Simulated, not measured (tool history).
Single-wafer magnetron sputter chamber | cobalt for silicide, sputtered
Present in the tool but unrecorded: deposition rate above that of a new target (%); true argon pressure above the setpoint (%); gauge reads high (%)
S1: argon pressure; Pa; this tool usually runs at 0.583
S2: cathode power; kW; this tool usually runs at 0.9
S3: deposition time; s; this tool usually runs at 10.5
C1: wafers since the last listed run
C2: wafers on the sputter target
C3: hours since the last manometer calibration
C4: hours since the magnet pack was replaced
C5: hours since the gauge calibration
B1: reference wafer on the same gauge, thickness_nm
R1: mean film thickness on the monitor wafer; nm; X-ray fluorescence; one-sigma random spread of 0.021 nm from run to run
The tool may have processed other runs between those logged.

run,hour,S1,S2,S3,C1,C2,C3,C4,C5,B1,R1
1,0,0.583,0.9,10.5,0,3507,1650.6,6592.1,193.7,5.41,5.134
2,16.5,0.645,0.9,10.5,403,3911,1667.1,6608.6,210.2,5.409,5.017
3,33,0.645,0.9,10.5,403,4315,1683.6,6625.1,226.7,5.405,5.054
4,41.2,0.583,0.9,10.5,200,4516,1691.8,6633.3,234.9,5.423,5.107
5,49.1,0.583,0.9,10.5,193,4709,1699.7,6641.2,242.8,5.419,5.099
6,69.7,0.583,0.9,8.9,504,5213,1720.3,6661.8,263.4,5.414,4.337
7,83.4,0.583,0.9,8.9,335,5549,1734,6675.5,277.1,5.399,4.308
# hour 90.3: gauge calibrated
8,100.9,0.583,0.9,8.9,428,5977,1751.5,6693,10.6,5.402,4.299
9,112.5,0.583,0.9,10.5,283,6261,1763.1,6704.6,22.2,5.398,5.086
10,130.3,0.46,0.9,10.5,435,6697,1780.9,6722.4,40,5.398,5.225
11,137.5,0.46,0.9,10.5,176,6873,1788.1,6729.6,47.2,5.403,5.263
# hour 146.7: sputter target and shields replaced
# hour 150.6: capacitance manometer re-zeroed and calibrated
12,152.1,0.583,0.9,10.5,66,37,1.5,6744.2,61.8,5.417,5.212
13,163.8,0.366,0.7,10.5,286,323,13.2,6755.9,73.5,5.41,4.34
14,178.4,0.583,1.1,10.5,357,681,27.8,6770.5,88.1,5.413,6.246
# hour 199.9: magnet pack replaced, of another model than before
15,200.4,0.791,0.9,11.4,342,1023,49.8,0.5,110.1,5.398,5.407
16,207.6,0.583,0.9,12.3,176,1200,57,7.7,117.3,5.411,6.049
17,221,0.583,0.9,10.5,328,1528,70.4,21.1,130.7,5.421,5.153
18,237.6,0.443,0.9,10.5,406,1934,87,37.7,147.3,5.412,5.24
19,249,0.583,0.9,10.5,279,2213,98.4,49.1,158.7,5.403,5.128
20,261,0.504,1.1,9.4,293,2507,110.4,61.1,170.7,5.414,5.612
21,268.3,0.722,0.9,9.7,178,2686,117.7,68.4,178,5.407,4.629
22,281.6,0.781,0.75,10.5,325,3011,131,81.7,191.3,5.406,4.193
23,291.4,0.583,0.9,10.5,239,3251,140.8,91.5,201.1,5.399,5.085

A few steps of R1 between consecutive runs. Split each: what settings, incoming material and random variation would produce without the hidden state, and what is left over for the hidden state, along with gauge scatter present in only one of the two compared results (measured, and without hidden state):
Run 11 -> 12: S1 0.46 -> 0.583, sputter target and shields replaced, capacitance manometer re-zeroed and calibrated. R1 -0.051 nm: hidden state +0.104, all else -0.155.
Run 13 -> 14: S1 0.366 -> 0.583, S2 0.7 -> 1.1. R1 +1.906 nm: hidden state -0.027, all else +1.933.
Run 20 -> 21: S1 0.504 -> 0.722, S2 1.1 -> 0.9, S3 9.4 -> 9.7. R1 -0.983 nm: hidden state +0.016, all else -0.999.

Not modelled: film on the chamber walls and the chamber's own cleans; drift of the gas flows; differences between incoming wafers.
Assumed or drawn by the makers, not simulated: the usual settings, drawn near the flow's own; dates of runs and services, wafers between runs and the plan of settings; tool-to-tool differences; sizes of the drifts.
